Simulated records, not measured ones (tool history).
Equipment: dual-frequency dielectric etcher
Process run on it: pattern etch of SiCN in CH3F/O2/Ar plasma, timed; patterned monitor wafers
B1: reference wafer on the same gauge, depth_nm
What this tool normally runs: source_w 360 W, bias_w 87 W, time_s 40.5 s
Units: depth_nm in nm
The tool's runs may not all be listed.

{"run": 1, "hour": 0.0, "source_w": 360, "bias_w": 87, "time_s": 40.5, "B1": 13, "depth_nm": 15.06}
{"run": 2, "hour": 38.5, "source_w": 360, "bias_w": 98, "time_s": 40.5, "B1": 13.01, "depth_nm": 15.42}
{"hour": 76.9, "done": "wet clean of the chamber"}
{"run": 3, "hour": 98.3, "source_w": 360, "bias_w": 98, "time_s": 40.5, "B1": 13.01, "depth_nm": 15.39}
{"run": 4, "hour": 170.6, "source_w": 360, "bias_w": 98, "time_s": 40.5, "B1": 12.99, "depth_nm": 15.48}
{"run": 5, "hour": 232.0, "source_w": 430, "bias_w": 87, "time_s": 40.5, "B1": 13, "depth_nm": 15.68}
{"run": 6, "hour": 285.9, "source_w": 430, "bias_w": 87, "time_s": 40.5, "B1": 13, "depth_nm": 15.78}
{"run": 7, "hour": 376.5, "source_w": 360, "bias_w": 87, "time_s": 40.5, "B1": 12.99, "depth_nm": 14.78}
{"run": 8, "hour": 455.9, "source_w": 360, "bias_w": 87, "time_s": 40.5, "B1": 13, "depth_nm": 15.01}
{"run": 9, "hour": 497.3, "source_w": 360, "bias_w": 87, "time_s": 40.5, "B1": 13.01, "depth_nm": 15.01}
{"run": 10, "hour": 564.9, "source_w": 360, "bias_w": 87, "time_s": 45.5, "B1": 12.99, "depth_nm": 16.8}
{"hour": 624.1, "done": "wet clean of the chamber"}
{"run": 11, "hour": 633.3, "source_w": 360, "bias_w": 87, "time_s": 45.5, "B1": 12.99, "depth_nm": 16.85}
{"hour": 648.8, "done": "bias power generator calibrated"}
{"run": 12, "hour": 691.7, "source_w": 360, "bias_w": 87, "time_s": 45.5, "B1": 13.04, "depth_nm": 16.83}
{"hour": 730.3, "done": "gauge calibrated"}
{"hour": 771.1, "done": "upper electrode replaced"}
{"run": 13, "hour": 781.0, "source_w": 360, "bias_w": 87, "time_s": 40.5, "B1": 13.03, "depth_nm": 14.89}
{"hour": 807.2, "done": "source power generator calibrated"}
{"run": 14, "hour": 856.6, "source_w": 360, "bias_w": 87, "time_s": 40.5, "B1": 12.99, "depth_nm": 14.84}
{"run": 15, "hour": 948.5, "source_w": 360, "bias_w": 87, "time_s": 33, "B1": 13, "depth_nm": 12.09}
{"run": 16, "hour": 1039.3, "source_w": 360, "bias_w": 87, "time_s": 40.5, "B1": 13.01, "depth_nm": 15.01}
{"hour": 1081.9, "done": "wet clean of the chamber"}
{"run": 17, "hour": 1104.6, "source_w": 320, "bias_w": 67, "time_s": 40.5, "B1": 13, "depth_nm": 13.53}
{"run": 18, "hour": 1207.9, "source_w": 360, "bias_w": 87, "time_s": 40.5, "B1": 13, "depth_nm": 14.96}
{"run": 19, "hour": 1301.5, "source_w": 380, "bias_w": 79, "time_s": 29, "B1": 12.97, "depth_nm": 10.61}
{"run": 20, "hour": 1353.3, "source_w": 310, "bias_w": 87, "time_s": 40.5, "B1": 12.98, "depth_nm": 14.3}
{"run": 21, "hour": 1440.1, "source_w": 390, "bias_w": 100, "time_s": 46, "B1": 12.99, "depth_nm": 18.12}
{"hour": 1534.5, "done": "wet clean of the chamber"}
{"run": 22, "hour": 1535.0, "source_w": 270, "bias_w": 72, "time_s": 40.5, "B1": 12.96, "depth_nm": 13.03}
{"run": 23, "hour": 1623.8, "source_w": 340, "bias_w": 99, "time_s": 40.5, "B1": 13.02, "depth_nm": 15.24}
{"run": 24, "hour": 1716.8, "source_w": 360, "bias_w": 87, "time_s": 33.5, "B1": 12.98, "depth_nm": 12.3}
{"run": 25, "hour": 1815.0, "source_w": 430, "bias_w": 68, "time_s": 44, "B1": 13.02, "depth_nm": 15.99}

Run 26 is up next; what results do you expect?
{"run": 26, "hour": 1919.1, "source_w": 360, "bias_w": 99, "time_s": 40.5, "B1": "?", "depth_nm": "?"}

{"run 26": {"B1": 13.04, "depth_nm": 15.57}}
Without the tool's hidden state the same run would have given depth_nm 15.57 nm.
